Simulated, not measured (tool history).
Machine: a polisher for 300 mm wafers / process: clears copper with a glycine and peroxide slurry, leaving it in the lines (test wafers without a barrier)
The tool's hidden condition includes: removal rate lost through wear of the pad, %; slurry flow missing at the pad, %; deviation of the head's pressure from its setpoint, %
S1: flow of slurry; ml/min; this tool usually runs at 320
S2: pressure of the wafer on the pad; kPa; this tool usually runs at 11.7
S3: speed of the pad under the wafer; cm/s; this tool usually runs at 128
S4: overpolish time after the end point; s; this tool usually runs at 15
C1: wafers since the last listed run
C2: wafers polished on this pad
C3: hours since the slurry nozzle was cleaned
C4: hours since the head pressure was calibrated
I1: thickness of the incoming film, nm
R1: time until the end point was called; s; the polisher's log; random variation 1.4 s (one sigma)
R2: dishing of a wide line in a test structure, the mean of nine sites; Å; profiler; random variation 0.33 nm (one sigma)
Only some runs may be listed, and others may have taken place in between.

| run | hour | S1 | S2 | S3 | S4 | C1 | C2 | C3 | C4 | I1 | R1 | R2 |
|---|---|---|---|---|---|---|---|---|---|---|---|---|
| 1 | 0 | 320 | 11.7 | 128 | 15 | 0 | 718 | 71 | 445.1 | 350.2 | 94.6 | 268 |
| 2 | 22.5 | 320 | 10.3 | 128 | 15 | 253 | 972 | 93.5 | 467.6 | 345.8 | 97.4 | 256 |
| 3 | 55 | 320 | 10.3 | 128 | 15 | 366 | 1338 | 126 | 500.1 | 346.8 | 100.9 | 247 |
| 4 | 81.6 | 320 | 10.3 | 128 | 15 | 299 | 1638 | 152.6 | 526.7 | 343.5 | 102.1 | 253 |
| 5 | 107.4 | 320 | 11.7 | 128 | 15 | 290 | 1929 | 178.4 | 552.5 | 351.6 | 98.9 | 255 |
| 6 | 137.5 | 260 | 11.7 | 128 | 15 | 339 | 2268 | 208.5 | 582.6 | 352.2 | 100.3 | 246 |
| 7 | 160 | 260 | 11.7 | 128 | 15 | 253 | 2521 | 231 | 605.1 | 356 | 106.6 | 243 |
| 8 | 174.3 | 260 | 11.7 | 128 | 15 | 161 | 2682 | 245.3 | 619.4 | 355.1 | 104.7 | 245 |
|  | 185.4 | worn pad replaced by a new one, of another model than before |
| 9 | 204.1 | 320 | 11.7 | 128 | 15 | 290 | 211 | 275.1 | 649.2 | 347 | 89.3 | 260 |
| 10 | 269.4 | 320 | 11.7 | 128 | 15 | 735 | 946 | 340.4 | 714.5 | 350.6 | 90.5 | 258 |
| 11 | 286.1 | 320 | 11.7 | 116 | 20 | 188 | 1134 | 357.1 | 731.2 | 354.5 | 98.5 | 292 |
| 12 | 390.3 | 265 | 11.7 | 128 | 15 | 1174 | 2309 | 461.3 | 835.4 | 342.3 | 97.8 | 243 |
| 13 | 403.6 | 265 | 11.7 | 128 | 15 | 149 | 2458 | 474.6 | 848.7 | 354.1 | 103.4 | 245 |
| 14 | 421.3 | 420 | 8.3 | 164 | 15 | 199 | 2658 | 492.3 | 866.4 | 348.5 | 99.6 | 252 |
|  | 433.3 | worn pad replaced by a new one |
| 15 | 435.9 | 320 | 7.6 | 128 | 9 | 119 | 28 | 506.9 | 881 | 354.3 | 107.7 | 180 |
| 16 | 463.6 | 355 | 9 | 128 | 11 | 312 | 341 | 534.6 | 908.7 | 350.4 | 95.5 | 210 |
| 17 | 488.5 | 360 | 9.7 | 98 | 11 | 280 | 621 | 559.5 | 933.6 | 354.4 | 110.5 | 200 |
| 18 | 513.9 | 320 | 11.7 | 128 | 15 | 286 | 907 | 584.9 | 959 | 350.2 | 92.3 | 264 |
|  | 523.5 | slurry nozzle cleaned |
| 19 | 546.7 | 320 | 11.7 | 128 | 15 | 358 | 1266 | 23.2 | 991.8 | 349.5 | 92.9 | 262 |
| 20 | 573.4 | 320 | 11.7 | 128 | 15 | 300 | 1566 | 49.9 | 1018.5 | 348.8 | 92.9 | 257 |
|  | 580 | head pressure recalibrated |
| 21 | 589.7 | 320 | 11.7 | 128 | 24 | 161 | 1728 | 66.2 | 9.7 | 353.8 | 95.2 | 312 |
| 22 | 618.4 | 320 | 11.7 | 128 | 15 | 323 | 2051 | 94.9 | 38.4 | 352.8 | 101.4 | 252 |
| 23 | 651.7 | 320 | 11.7 | 128 | 15 | 375 | 2426 | 128.2 | 71.7 | 349.1 | 100.1 | 249 |
|  | 688.8 | worn pad replaced by a new one |
| 24 | 725.6 | 215 | 7.6 | 114 | 10 | 787 | 414 | 202.1 | 145.6 | 351.1 | 117.3 | 183 |
| 25 | 740.9 | 380 | 11.7 | 128 | 15 | 172 | 587 | 217.4 | 160.9 | 347 | 86 | 268 |
| 26 | 770.1 | 320 | 11.7 | 84 | 15 | 329 | 916 | 246.6 | 190.1 | 349 | 111.3 | 239 |
| 27 | 790.3 | 320 | 11.7 | 140 | 15 | 227 | 1143 | 266.8 | 210.3 | 349.9 | 87.2 | 264 |
| 28 | 806.4 | 320 | 11.7 | 128 | 15 | 181 | 1325 | 282.9 | 226.4 | 357.3 | 93.9 | 263 |
| 29 | 839.9 | 220 | 11.7 | 168 | 15 | 377 | 1702 | 316.4 | 259.9 | 349.3 | 86.7 | 266 |
| 30 | 863 | 320 | 11.7 | 128 | 12 | 260 | 1962 | 339.5 | 283 | 349.3 | 95.8 | 224 |
| 31 | 880.1 | 320 | 14.5 | 128 | 15 | 192 | 2155 | 356.6 | 300.1 | 351.5 | 91.3 | 263 |
| 32 | 894.9 | 320 | 11.7 | 128 | 15 | 166 | 2322 | 371.4 | 314.9 | 356.8 | 101.4 | 256 |
| 33 | 925.1 | 245 | 11.7 | 128 | 15 | 340 | 2662 | 401.6 | 345.1 | 347.1 | 104.5 | 240 |

List, for all runs, the conditions of the tool that the log does not record:
slurry flow missing at the pad, %: 0, the same for each run
deviation of the head's pressure from its setpoint, %: 0, the same for each run
H1: removal rate lost through wear of the pad, %
| run | H1 |
|---|---|
| 1 | 2.82 |
| 2 | 3.54 |
| 3 | 4.95 |
| 4 | 6.44 |
| 5 | 8.17 |
| 6 | 10.6 |
| 7 | 12.6 |
| 8 | 14 |
| 9 | 1.34 |
| 10 | 2.76 |
| 11 | 3.42 |
| 12 | 10.2 |
| 13 | 11.4 |
| 14 | 13.1 |
| 15 | 1.47 |
| 16 | 1.66 |
| 17 | 2.11 |
| 18 | 2.84 |
| 19 | 4.19 |
| 20 | 5.63 |
| 21 | 6.65 |
| 22 | 8.73 |
| 23 | 11.6 |
| 24 | 1.41 |
| 25 | 1.69 |
| 26 | 2.52 |
| 27 | 3.3 |
| 28 | 4.05 |
| 29 | 5.96 |
| 30 | 7.55 |
| 31 | 8.88 |
| 32 | 10.1 |
| 33 | 13 |
